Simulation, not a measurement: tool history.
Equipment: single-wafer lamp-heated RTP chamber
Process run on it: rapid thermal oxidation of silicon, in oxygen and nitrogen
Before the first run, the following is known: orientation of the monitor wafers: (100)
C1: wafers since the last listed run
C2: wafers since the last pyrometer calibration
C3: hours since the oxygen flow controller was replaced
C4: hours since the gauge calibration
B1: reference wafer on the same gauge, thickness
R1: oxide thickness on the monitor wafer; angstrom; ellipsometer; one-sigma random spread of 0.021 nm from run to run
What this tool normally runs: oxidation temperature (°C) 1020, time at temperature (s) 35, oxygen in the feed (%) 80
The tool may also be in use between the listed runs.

run 1 hour=0.0 | oxidation_temperature_(°C)=1020 time_at_temperature_(s)=35 oxygen_in_the_feed_(%)=80 | C1=0 C2=6020 C3=2418.5 C4=47.4 | B1=5.218 | R1=59.44
run 2 hour=17.5 | oxidation_temperature_(°C)=1020 time_at_temperature_(s)=35 oxygen_in_the_feed_(%)=80 | C1=167 C2=6188 C3=2436.0 C4=64.9 | B1=5.216 | R1=59.05
run 3 hour=24.1 | oxidation_temperature_(°C)=1020 time_at_temperature_(s)=28 oxygen_in_the_feed_(%)=80 | C1=63 C2=6251 C3=2442.6 C4=71.5 | B1=5.217 | R1=53.64
run 4 hour=35.7 | oxidation_temperature_(°C)=1020 time_at_temperature_(s)=28 oxygen_in_the_feed_(%)=80 | C1=110 C2=6362 C3=2454.2 C4=83.1 | B1=5.222 | R1=54.03
run 5 hour=47.8 | oxidation_temperature_(°C)=1027 time_at_temperature_(s)=35 oxygen_in_the_feed_(%)=80 | C1=115 C2=6477 C3=2466.3 C4=95.2 | B1=5.220 | R1=62.10
-- hour=62.1 pyrometer window cleaned and pyrometer calibrated
run 6 hour=62.6 | oxidation_temperature_(°C)=1027 time_at_temperature_(s)=35 oxygen_in_the_feed_(%)=80 | C1=65 C2=4 C3=2481.1 C4=110.0 | B1=5.214 | R1=58.45
-- hour=76.9 oxygen flow controller replaced
run 7 hour=77.4 | oxidation_temperature_(°C)=1020 time_at_temperature_(s)=35 oxygen_in_the_feed_(%)=80 | C1=65 C2=69 C3=0.5 C4=124.8 | B1=5.219 | R1=55.36
run 8 hour=87.1 | oxidation_temperature_(°C)=1020 time_at_temperature_(s)=35 oxygen_in_the_feed_(%)=97 | C1=92 C2=162 C3=10.2 C4=134.5 | B1=5.215 | R1=59.78
run 9 hour=94.2 | oxidation_temperature_(°C)=1020 time_at_temperature_(s)=35 oxygen_in_the_feed_(%)=87 | C1=67 C2=230 C3=17.3 C4=141.6 | B1=5.222 | R1=57.64
run 10 hour=104.3 | oxidation_temperature_(°C)=994 time_at_temperature_(s)=27 oxygen_in_the_feed_(%)=98 | C1=96 C2=327 C3=27.4 C4=151.7 | B1=5.217 | R1=45.07
run 11 hour=116.8 | oxidation_temperature_(°C)=1030 time_at_temperature_(s)=18 oxygen_in_the_feed_(%)=64 | C1=119 C2=446 C3=39.9 C4=164.2 | B1=5.220 | R1=42.53
run 12 hour=130.0 | oxidation_temperature_(°C)=1020 time_at_temperature_(s)=49 oxygen_in_the_feed_(%)=90 | C1=126 C2=572 C3=53.1 C4=177.4 | B1=5.216 | R1=67.49
run 13 hour=143.7 | oxidation_temperature_(°C)=1027 time_at_temperature_(s)=35 oxygen_in_the_feed_(%)=80 | C1=130 C2=703 C3=66.8 C4=191.1 | B1=5.218 | R1=58.61
-- hour=154.7 gauge calibrated
run 14 hour=159.4 | oxidation_temperature_(°C)=1006 time_at_temperature_(s)=47 oxygen_in_the_feed_(%)=61 | C1=150 C2=853 C3=82.5 C4=4.7 | B1=5.222 | R1=53.09
run 15 hour=169.9 | oxidation_temperature_(°C)=1004 time_at_temperature_(s)=48 oxygen_in_the_feed_(%)=80 | C1=100 C2=954 C3=93.0 C4=15.2 | B1=5.217 | R1=58.12
run 16 hour=179.2 | oxidation_temperature_(°C)=1020 time_at_temperature_(s)=35 oxygen_in_the_feed_(%)=80 | C1=88 C2=1043 C3=102.3 C4=24.5 | B1=5.221 | R1=56.54
run 17 hour=187.9 | oxidation_temperature_(°C)=1046 time_at_temperature_(s)=42 oxygen_in_the_feed_(%)=68 | C1=83 C2=1126 C3=111.0 C4=33.2 | B1=5.219 | R1=69.51
run 18 hour=197.6 | oxidation_temperature_(°C)=1020 time_at_temperature_(s)=35 oxygen_in_the_feed_(%)=88 | C1=92 C2=1219 C3=120.7 C4=42.9 | B1=5.222 | R1=59.05

Branching from run 18: 3 alternative next runs. What would each branch give?
run A hour=198.1 | oxidation_temperature_(°C)=1020 time_at_temperature_(s)=35 oxygen_in_the_feed_(%)=80 | C1=4 C2=1223 C3=121.2 C4=43.4 | B1=? | R1=?
run B hour=198.1 | oxidation_temperature_(°C)=999 time_at_temperature_(s)=47 oxygen_in_the_feed_(%)=98 | C1=4 C2=1223 C3=121.2 C4=43.4 | B1=? | R1=?
run C hour=198.1 | oxidation_temperature_(°C)=1020 time_at_temperature_(s)=35 oxygen_in_the_feed_(%)=61 | C1=4 C2=1223 C3=121.2 C4=43.4 | B1=? | R1=?

run=A B1=5.222 R1=57.10
run=B B1=5.222 R1=59.87
run=C B1=5.222 R1=52.09
Without the tool's hidden state the same runs would have given:
run=A R1=55.24
run=B R1=57.84
run=C R1=50.43
